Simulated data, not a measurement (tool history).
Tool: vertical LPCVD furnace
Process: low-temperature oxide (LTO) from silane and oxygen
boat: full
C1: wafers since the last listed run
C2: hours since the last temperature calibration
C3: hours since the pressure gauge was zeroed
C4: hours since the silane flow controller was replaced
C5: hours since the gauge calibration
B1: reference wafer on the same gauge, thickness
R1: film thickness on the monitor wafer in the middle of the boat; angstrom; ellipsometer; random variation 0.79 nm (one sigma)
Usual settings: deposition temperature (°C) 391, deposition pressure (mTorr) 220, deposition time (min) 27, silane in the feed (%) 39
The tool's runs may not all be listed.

{"run": 1, "hour": 0.0, "deposition temperature (°C)": 391, "deposition pressure (mTorr)": 220, "deposition time (min)": 27, "silane in the feed (%)": 39, "C1": 0, "C2": 2981.5, "C3": 1199.4, "C4": 2638.9, "C5": 132.6, "B1": 236.93, "R1": 2122.9}
{"run": 2, "hour": 12.1, "deposition temperature (°C)": 391, "deposition pressure (mTorr)": 220, "deposition time (min)": 27, "silane in the feed (%)": 39, "C1": 244, "C2": 2993.6, "C3": 1211.5, "C4": 2651, "C5": 144.7, "B1": 236.69, "R1": 2136.4}
{"run": 3, "hour": 25.3, "deposition temperature (°C)": 391, "deposition pressure (mTorr)": 220, "deposition time (min)": 33.5, "silane in the feed (%)": 42, "C1": 266, "C2": 3006.8, "C3": 1224.7, "C4": 2664.2, "C5": 157.9, "B1": 237.03, "R1": 2899.4}
{"run": 4, "hour": 42.3, "deposition temperature (°C)": 391, "deposition pressure (mTorr)": 220, "deposition time (min)": 33.5, "silane in the feed (%)": 42, "C1": 343, "C2": 3023.8, "C3": 1241.7, "C4": 2681.2, "C5": 174.9, "B1": 236.98, "R1": 2893.6}
{"run": 5, "hour": 52.8, "deposition temperature (°C)": 391, "deposition pressure (mTorr)": 220, "deposition time (min)": 27, "silane in the feed (%)": 39, "C1": 212, "C2": 3034.3, "C3": 1252.2, "C4": 2691.7, "C5": 185.4, "B1": 236.91, "R1": 2126.5}
{"run": 6, "hour": 65.2, "deposition temperature (°C)": 391, "deposition pressure (mTorr)": 220, "deposition time (min)": 27, "silane in the feed (%)": 39, "C1": 250, "C2": 3046.7, "C3": 1264.6, "C4": 2704.1, "C5": 197.8, "B1": 237.08, "R1": 2124.9}
{"hour": 93.6, "done": "thermocouples replaced and temperature profile calibrated"}
{"run": 7, "hour": 94.1, "deposition temperature (°C)": 391, "deposition pressure (mTorr)": 220, "deposition time (min)": 27, "silane in the feed (%)": 43, "C1": 99, "C2": 0.5, "C3": 1293.5, "C4": 2733, "C5": 226.7, "B1": 236.98, "R1": 2401.7}
{"run": 8, "hour": 97.6, "deposition temperature (°C)": 391, "deposition pressure (mTorr)": 220, "deposition time (min)": 27, "silane in the feed (%)": 43, "C1": 70, "C2": 4, "C3": 1297, "C4": 2736.5, "C5": 230.2, "B1": 236.76, "R1": 2391.2}
{"run": 9, "hour": 109.9, "deposition temperature (°C)": 391, "deposition pressure (mTorr)": 220, "deposition time (min)": 27, "silane in the feed (%)": 43, "C1": 248, "C2": 16.3, "C3": 1309.3, "C4": 2748.8, "C5": 242.5, "B1": 236.97, "R1": 2401.4}
{"hour": 141.7, "done": "pressure gauge zeroed"}
{"run": 10, "hour": 142.2, "deposition temperature (°C)": 391, "deposition pressure (mTorr)": 220, "deposition time (min)": 27, "silane in the feed (%)": 39, "C1": 167, "C2": 48.6, "C3": 0.5, "C4": 2781.1, "C5": 274.8, "B1": 237.14, "R1": 2217.2}
{"run": 11, "hour": 145.7, "deposition temperature (°C)": 391, "deposition pressure (mTorr)": 220, "deposition time (min)": 27, "silane in the feed (%)": 39, "C1": 70, "C2": 52.1, "C3": 4, "C4": 2784.6, "C5": 278.3, "B1": 237.03, "R1": 2222.5}
{"hour": 170.6, "done": "silane flow controller replaced"}
{"run": 12, "hour": 171.1, "deposition temperature (°C)": 400, "deposition pressure (mTorr)": 220, "deposition time (min)": 27, "silane in the feed (%)": 39, "C1": 28, "C2": 77.5, "C3": 29.4, "C4": 0.5, "C5": 303.7, "B1": 236.69, "R1": 2457.8}
{"run": 13, "hour": 187.5, "deposition temperature (°C)": 399, "deposition pressure (mTorr)": 220, "deposition time (min)": 20.5, "silane in the feed (%)": 33, "C1": 331, "C2": 93.9, "C3": 45.8, "C4": 16.9, "C5": 320.1, "B1": 237.29, "R1": 1479.8}
{"run": 14, "hour": 193.5, "deposition temperature (°C)": 385, "deposition pressure (mTorr)": 220, "deposition time (min)": 27, "silane in the feed (%)": 39, "C1": 121, "C2": 99.9, "C3": 51.8, "C4": 22.9, "C5": 326.1, "B1": 237.17, "R1": 2059.1}
{"run": 15, "hour": 241.8, "deposition temperature (°C)": 391, "deposition pressure (mTorr)": 200, "deposition time (min)": 27, "silane in the feed (%)": 39, "C1": 975, "C2": 148.2, "C3": 100.1, "C4": 71.2, "C5": 374.4, "B1": 236.89, "R1": 2022.1}
{"hour": 271.5, "done": "pressure gauge zeroed, repeated, since the last time left the tool worse"}
{"run": 16, "hour": 272.0, "deposition temperature (°C)": 397, "deposition pressure (mTorr)": 265, "deposition time (min)": 32, "silane in the feed (%)": 35, "C1": 125, "C2": 178.4, "C3": 0.5, "C4": 101.4, "C5": 404.6, "B1": 237.1, "R1": 2780.7}
{"run": 17, "hour": 275.6, "deposition temperature (°C)": 391, "deposition pressure (mTorr)": 220, "deposition time (min)": 27, "silane in the feed (%)": 39, "C1": 72, "C2": 182, "C3": 4.1, "C4": 105, "C5": 408.2, "B1": 237.09, "R1": 2075.7}
{"run": 18, "hour": 282.1, "deposition temperature (°C)": 402, "deposition pressure (mTorr)": 205, "deposition time (min)": 34.5, "silane in the feed (%)": 35, "C1": 131, "C2": 188.5, "C3": 10.6, "C4": 111.5, "C5": 414.7, "B1": 237.12, "R1": 2436.1}
{"run": 19, "hour": 297.2, "deposition temperature (°C)": 402, "deposition pressure (mTorr)": 220, "deposition time (min)": 27, "silane in the feed (%)": 39, "C1": 305, "C2": 203.6, "C3": 25.7, "C4": 126.6, "C5": 429.8, "B1": 237.23, "R1": 2351.2}
{"run": 20, "hour": 305.1, "deposition temperature (°C)": 402, "deposition pressure (mTorr)": 205, "deposition time (min)": 34.5, "silane in the feed (%)": 35, "C1": 159, "C2": 211.5, "C3": 33.6, "C4": 134.5, "C5": 437.7, "B1": 236.63, "R1": 2438.4}
{"run": 21, "hour": 315.5, "deposition temperature (°C)": 398, "deposition pressure (mTorr)": 260, "deposition time (min)": 20, "silane in the feed (%)": 39, "C1": 210, "C2": 221.9, "C3": 44, "C4": 144.9, "C5": 448.1, "B1": 237.12, "R1": 1975}
{"run": 22, "hour": 322.5, "deposition temperature (°C)": 391, "deposition pressure (mTorr)": 220, "deposition time (min)": 32.5, "silane in the feed (%)": 39, "C1": 141, "C2": 228.9, "C3": 51, "C4": 151.9, "C5": 455.1, "B1": 237.02, "R1": 2496.2}
{"run": 23, "hour": 349.7, "deposition temperature (°C)": 391, "deposition pressure (mTorr)": 220, "deposition time (min)": 27, "silane in the feed (%)": 39, "C1": 549, "C2": 256.1, "C3": 78.2, "C4": 179.1, "C5": 482.3, "B1": 236.86, "R1": 2070.6}
{"hour": 355.7, "done": "gauge calibrated"}
{"run": 24, "hour": 403.0, "deposition temperature (°C)": 401, "deposition pressure (mTorr)": 200, "deposition time (min)": 17, "silane in the feed (%)": 39, "C1": 1076, "C2": 309.4, "C3": 131.5, "C4": 232.4, "C5": 47.3, "B1": 237.23, "R1": 1324.4}
{"run": 25, "hour": 420.5, "deposition temperature (°C)": 401, "deposition pressure (mTorr)": 190, "deposition time (min)": 31.5, "silane in the feed (%)": 32, "C1": 353, "C2": 326.9, "C3": 149, "C4": 249.9, "C5": 64.8, "B1": 236.82, "R1": 1804.1}
{"run": 26, "hour": 427.7, "deposition temperature (°C)": 399, "deposition pressure (mTorr)": 185, "deposition time (min)": 27, "silane in the feed (%)": 39, "C1": 145, "C2": 334.1, "C3": 156.2, "C4": 257.1, "C5": 72, "B1": 236.82, "R1": 1914.5}
{"run": 27, "hour": 463.5, "deposition temperature (°C)": 391, "deposition pressure (mTorr)": 220, "deposition time (min)": 21, "silane in the feed (%)": 39, "C1": 723, "C2": 369.9, "C3": 192, "C4": 292.9, "C5": 107.8, "B1": 236.77, "R1": 1627.1}
{"run": 28, "hour": 485.0, "deposition temperature (°C)": 379, "deposition pressure (mTorr)": 270, "deposition time (min)": 27, "silane in the feed (%)": 39, "C1": 434, "C2": 391.4, "C3": 213.5, "C4": 314.4, "C5": 129.3, "B1": 236.86, "R1": 2211.3}
{"run": 29, "hour": 496.0, "deposition temperature (°C)": 391, "deposition pressure (mTorr)": 220, "deposition time (min)": 32.5, "silane in the feed (%)": 32, "C1": 222, "C2": 402.4, "C3": 224.5, "C4": 325.4, "C5": 140.3, "B1": 236.92, "R1": 1915.1}
{"run": 30, "hour": 502.2, "deposition temperature (°C)": 391, "deposition pressure (mTorr)": 240, "deposition time (min)": 19.5, "silane in the feed (%)": 39, "C1": 125, "C2": 408.6, "C3": 230.7, "C4": 331.6, "C5": 146.5, "B1": 237.23, "R1": 1635.5}

5 ways to go on from here, each from the tool as it stands after run 30. What would each give?
{"run": "A", "hour": 505.9, "deposition temperature (°C)": 391, "deposition pressure (mTorr)": 220, "deposition time (min)": 27, "silane in the feed (%)": 39, "C1": 74, "C2": 412.3, "C3": 234.4, "C4": 335.3, "C5": 150.2, "B1": "?", "R1": "?"}
{"run": "B", "hour": 505.9, "deposition temperature (°C)": 384, "deposition pressure (mTorr)": 265, "deposition time (min)": 30, "silane in the feed (%)": 37, "C1": 74, "C2": 412.3, "C3": 234.4, "C4": 335.3, "C5": 150.2, "B1": "?", "R1": "?"}
{"run": "C", "hour": 505.9, "deposition temperature (°C)": 391, "deposition pressure (mTorr)": 250, "deposition time (min)": 27, "silane in the feed (%)": 39, "C1": 74, "C2": 412.3, "C3": 234.4, "C4": 335.3, "C5": 150.2, "B1": "?", "R1": "?"}
{"run": "D", "hour": 505.9, "deposition temperature (°C)": 391, "deposition pressure (mTorr)": 255, "deposition time (min)": 27, "silane in the feed (%)": 39, "C1": 74, "C2": 412.3, "C3": 234.4, "C4": 335.3, "C5": 150.2, "B1": "?", "R1": "?"}
{"run": "E", "hour": 505.9, "deposition temperature (°C)": 379, "deposition pressure (mTorr)": 220, "deposition time (min)": 31.5, "silane in the feed (%)": 39, "C1": 74, "C2": 412.3, "C3": 234.4, "C4": 335.3, "C5": 150.2, "B1": "?", "R1": "?"}

run=A B1=236.95 R1=2075.6
run=B B1=236.95 R1=2390
run=C B1=236.95 R1=2358.7
run=D B1=236.95 R1=2405.8
run=E B1=236.95 R1=2101.9
Without the tool's hidden state the same runs would have given:
run=A R1=2075.6
run=B R1=2390
run=C R1=2358.7
run=D R1=2405.9
run=E R1=2101.9

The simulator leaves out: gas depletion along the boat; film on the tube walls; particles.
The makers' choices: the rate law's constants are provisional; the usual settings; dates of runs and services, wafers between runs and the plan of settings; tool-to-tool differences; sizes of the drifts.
